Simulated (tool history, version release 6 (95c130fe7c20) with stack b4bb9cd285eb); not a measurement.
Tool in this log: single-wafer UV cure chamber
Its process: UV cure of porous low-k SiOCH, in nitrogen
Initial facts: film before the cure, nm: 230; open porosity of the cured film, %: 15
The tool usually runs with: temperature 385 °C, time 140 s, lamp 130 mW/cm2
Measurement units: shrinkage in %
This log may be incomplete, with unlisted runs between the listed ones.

run	hour	temperature	time	lamp	wafers since the last listed run	hours since the UV bulbs were replaced	wafers since the quartz window was cleaned	shrinkage
1	0.0	385	140	130	0	1287.7	2589	6.214
2	9.6	385	140	130	61	1297.3	2650	6.186
3	20.8	385	140	130	71	1308.5	2721	6.030
4	32.9	385	140	130	77	1320.6	2798	6.227
5	40.9	385	190	130	50	1328.6	2849	7.200
6	59.0	378	140	130	115	1346.7	2964	5.890
7	112.7	378	140	130	341	1400.4	3306	5.788
8	119.2	385	170	141	41	1406.9	3348	7.014
# hour 165.8: quartz window cleaned
# hour 169.4: UV bulbs replaced
9	169.9	385	170	141	249	0.5	2	8.918
10	179.2	385	85	130	59	9.8	62	6.488
11	190.0	385	85	130	68	20.6	130	6.329
12	197.8	385	140	130	49	28.4	180	7.934
13	208.5	385	140	130	68	39.1	248	7.997
14	218.5	385	140	130	63	49.1	312	8.153
15	244.2	385	140	130	163	74.8	476	7.845
16	250.7	385	80	142	41	81.3	517	6.250
17	265.9	375	95	130	96	96.5	614	6.374
18	283.3	385	140	130	110	113.9	724	7.755
19	292.8	385	155	103	60	123.4	785	7.281
20	310.6	367	60	115	113	141.2	898	4.377
21	319.0	385	140	130	53	149.6	952	7.625
22	332.1	385	180	120	83	162.7	1035	8.327
23	342.6	385	110	130	66	173.2	1102	6.995
24	358.4	385	140	130	100	189.0	1203	7.807
25	364.7	385	140	107	40	195.3	1243	6.933
26	381.9	377	140	170	109	212.5	1352	8.278
27	390.3	385	85	157	53	220.9	1406	6.399
28	403.7	366	140	165	85	234.3	1491	8.066
29	421.4	385	140	96	112	252.0	1604	6.382
30	433.8	385	140	130	78	264.4	1683	7.430
31	447.4	385	140	96	86	278.0	1769	6.312
32	455.9	385	140	130	54	286.5	1823	7.255
33	464.1	385	115	130	52	294.7	1875	6.710
34	470.9	391	70	143	43	301.5	1919	5.428
35	478.2	393	70	155	46	308.8	1965	5.846
36	489.1	385	140	151	69	319.7	2035	7.819
37	502.7	385	210	92	86	333.3	2121	7.445
38	519.6	385	140	112	107	350.2	2229	6.814

Here are 5 independent what-if runs from the current tool condition. What would each one return?
A	520.1	385	140	130	3	350.7	2232	?
B	520.1	369	115	130	3	350.7	2232	?
C	520.1	403	140	170	3	350.7	2232	?
D	520.1	367	140	161	3	350.7	2232	?
E	520.1	401	165	167	3	350.7	2232	?

run	shrinkage
A	7.343
B	6.455
C	8.538
D	7.828
E	9.045
With the hidden condition removed and each run's random variation left untouched, the same runs would have given:
run	shrinkage
A	8.391
B	7.465
C	9.636
D	8.898
E	10.162

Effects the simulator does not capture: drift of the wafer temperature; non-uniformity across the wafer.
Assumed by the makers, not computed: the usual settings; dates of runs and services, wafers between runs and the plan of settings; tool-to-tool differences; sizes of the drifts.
